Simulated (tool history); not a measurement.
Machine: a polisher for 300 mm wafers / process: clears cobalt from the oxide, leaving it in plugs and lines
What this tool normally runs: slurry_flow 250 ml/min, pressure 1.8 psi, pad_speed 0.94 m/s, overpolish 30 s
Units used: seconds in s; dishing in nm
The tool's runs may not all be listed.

| run | day | slurry_flow | pressure | pad_speed | overpolish | incoming thickness of the incoming film, nm | seconds | dishing |
|---|---|---|---|---|---|---|---|---|
| 1 | 0 | 250 | 1.8 | 0.94 | 30 | 271.8 | 76.7 | 49.8 |
| 2 | 1.033 | 250 | 1.8 | 0.94 | 18 | 267.4 | 75.9 | 38.5 |
| 3 | 2.933 | 250 | 1.8 | 0.94 | 18 | 274.8 | 77.5 | 38.7 |
| 4 | 5.471 | 250 | 1.8 | 0.84 | 30 | 264.2 | 83.8 | 47.5 |
| 5 | 7.825 | 250 | 1.8 | 0.84 | 30 | 272.8 | 86.4 | 49.1 |
| 6 | 10.029 | 250 | 1.8 | 0.94 | 30 | 271.7 | 76 | 50.7 |
| 7 | 12.988 | 250 | 1.8 | 0.94 | 30 | 268.4 | 74 | 51.2 |
|  | 13.342 | slurry nozzle cleaned |
|  | 14.454 | worn pad replaced by a new one |
| 8 | 14.508 | 250 | 1.8 | 0.94 | 30 | 268.4 | 72.5 | 51.2 |
|  | 16.954 | head pressure recalibrated |
| 9 | 17.346 | 250 | 1.8 | 0.94 | 30 | 271.1 | 76.9 | 50.5 |
| 10 | 18.358 | 250 | 1.8 | 0.94 | 30 | 270.1 | 75.1 | 52.6 |
| 11 | 26.738 | 250 | 1.8 | 0.94 | 30 | 268.1 | 75.1 | 51.6 |
| 12 | 29.067 | 250 | 1.8 | 0.94 | 18 | 272.3 | 75 | 39.7 |
| 13 | 30.458 | 160 | 2.1 | 1.16 | 47 | 269.7 | 57.9 | 63.9 |
| 14 | 32.008 | 250 | 1.8 | 0.94 | 22 | 270.8 | 73.4 | 43.6 |
| 15 | 33.138 | 250 | 1.6 | 0.94 | 30 | 268.3 | 78.7 | 52.4 |
|  | 33.946 | worn pad replaced by a new one |
| 16 | 35.633 | 250 | 1.8 | 0.62 | 46 | 266.8 | 109.9 | 52.6 |
|  | 36.492 | head pressure recalibrated |
| 17 | 38.429 | 190 | 1.5 | 1.14 | 30 | 271 | 73.4 | 51 |
| 18 | 39.812 | 250 | 2.2 | 1.12 | 22 | 267.7 | 56.6 | 49.7 |
| 19 | 42.371 | 250 | 2.2 | 0.94 | 30 | 272.5 | 69.2 | 53.4 |
| 20 | 45.233 | 250 | 1.8 | 0.94 | 30 | 265.9 | 75.8 | 52.7 |
| 21 | 47.758 | 250 | 1.6 | 0.94 | 30 | 270.5 | 81.1 | 51.8 |
|  | 49.779 | slurry nozzle cleaned |
| 22 | 50.696 | 210 | 1.8 | 0.94 | 30 | 268.3 | 77.1 | 50.6 |

Predict the results of run 23:
| 23 | 52.396 | 250 | 1.8 | 0.94 | 30 | 267.6 | ? | ? |

{"run 23": {"seconds": 75.3, "dishing": 52.8}}
Had the tool carried no hidden state, the very same run would have given seconds 78.4 s, dishing 51.8 nm.
